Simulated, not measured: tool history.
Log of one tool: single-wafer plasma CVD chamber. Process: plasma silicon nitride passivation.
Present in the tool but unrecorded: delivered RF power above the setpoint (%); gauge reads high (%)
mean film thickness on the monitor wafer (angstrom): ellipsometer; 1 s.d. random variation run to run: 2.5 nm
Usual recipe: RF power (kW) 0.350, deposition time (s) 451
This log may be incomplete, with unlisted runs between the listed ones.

run,day,RF power (kW),deposition time (s),wafers since the last listed run,hours since the last RF generator calibration,hours since the showerhead was replaced,hours since the gauge calibration,"read-back reference wafer on the same gauge, thickness_nm",mean film thickness on the monitor wafer (angstrom)
1,0.000,0.350,451,0,836.2,7549.9,62.9,826.518,6699.97
2,1.025,0.350,451,118,860.8,7574.5,87.5,826.194,6701.22
3,1.808,0.350,387,90,879.6,7593.3,106.3,827.109,5747.20
4,2.892,0.320,451,124,905.6,7619.3,132.3,826.416,6467.58
5,4.092,0.320,451,138,934.4,7648.1,161.1,824.878,6475.71
6,7.138,0.350,451,351,1007.5,7721.2,234.2,826.398,6683.26
7,7.954,0.350,451,94,1027.1,7740.8,253.8,826.316,6653.04
8,8.767,0.350,451,93,1046.6,7760.3,273.3,825.485,6740.87
9,9.275,0.305,451,58,1058.8,7772.5,285.5,825.577,6338.22
10,10.562,0.310,451,148,1089.7,7803.4,316.4,826.335,6392.81
11,11.862,0.310,451,149,1120.9,7834.6,347.6,826.779,6385.91
12,12.400,0.310,451,61,1133.8,7847.5,360.5,825.567,6368.47
13,13.542,0.350,451,131,1161.2,7874.9,387.9,826.388,6688.98
14,14.983,0.350,451,166,1195.8,7909.5,422.5,826.352,6697.15
# day 16.454: RF generator calibrated
# day 16.767: showerhead replaced
15,16.788,0.350,451,133,8.0,0.5,465.8,825.741,6875.73
16,17.146,0.350,520,41,16.6,9.1,474.4,825.881,7949.44
17,17.946,0.350,520,92,35.8,28.3,493.6,826.183,7905.05
18,19.017,0.365,491,123,61.5,54.0,519.3,826.751,7625.07
# day 21.821: gauge calibrated
19,23.204,0.350,401,482,162.0,154.5,33.2,826.471,6071.08
20,27.642,0.350,387,511,268.5,261.0,139.7,826.065,5810.40
21,28.908,0.350,451,145,298.9,291.4,170.1,826.469,6789.71
22,30.138,0.305,399,141,328.4,320.9,199.6,825.327,5662.04
23,30.800,0.280,451,76,344.3,336.8,215.5,825.359,6190.63
24,32.017,0.400,381,140,373.5,366.0,244.7,825.623,5988.30
25,33.467,0.350,451,167,408.3,400.8,279.5,825.883,6779.75
26,34.667,0.350,518,138,437.1,429.6,308.3,826.381,7743.33
27,35.967,0.370,487,149,468.3,460.8,339.5,826.043,7464.83
28,36.521,0.350,484,63,481.6,474.1,352.8,825.532,7262.70
29,37.075,0.350,451,63,494.9,487.4,366.1,826.642,6758.19
30,38.050,0.405,383,112,518.3,510.8,389.5,825.266,6072.34
31,38.588,0.350,396,61,531.2,523.7,402.4,826.852,5904.77
32,39.179,0.280,488,68,545.4,537.9,416.6,826.669,6599.20
33,39.750,0.410,405,65,559.1,551.6,430.3,826.453,6415.32
34,40.996,0.380,404,143,589.0,581.5,460.2,827.122,6206.15
# day 41.971: gauge calibrated
35,42.921,0.315,402,221,635.2,627.7,22.8,826.002,5725.31
36,44.367,0.350,451,166,669.9,662.4,57.5,825.789,6710.46

Branching from run 36: 3 alternative next runs. What would each branch give?
A,44.388,0.350,451,2,670.4,662.9,58.0,?,?
B,44.388,0.320,413,2,670.4,662.9,58.0,?,?
C,44.388,0.410,380,2,670.4,662.9,58.0,?,?

run,"read-back reference wafer on the same gauge, thickness_nm",mean film thickness on the monitor wafer (angstrom)
A,826.195,6683.93
B,826.195,5897.89
C,826.195,5996.35
With no hidden state in the tool, these same runs would have given:
run,mean film thickness on the monitor wafer (angstrom)
A,6912.66
B,6099.72
C,6201.55
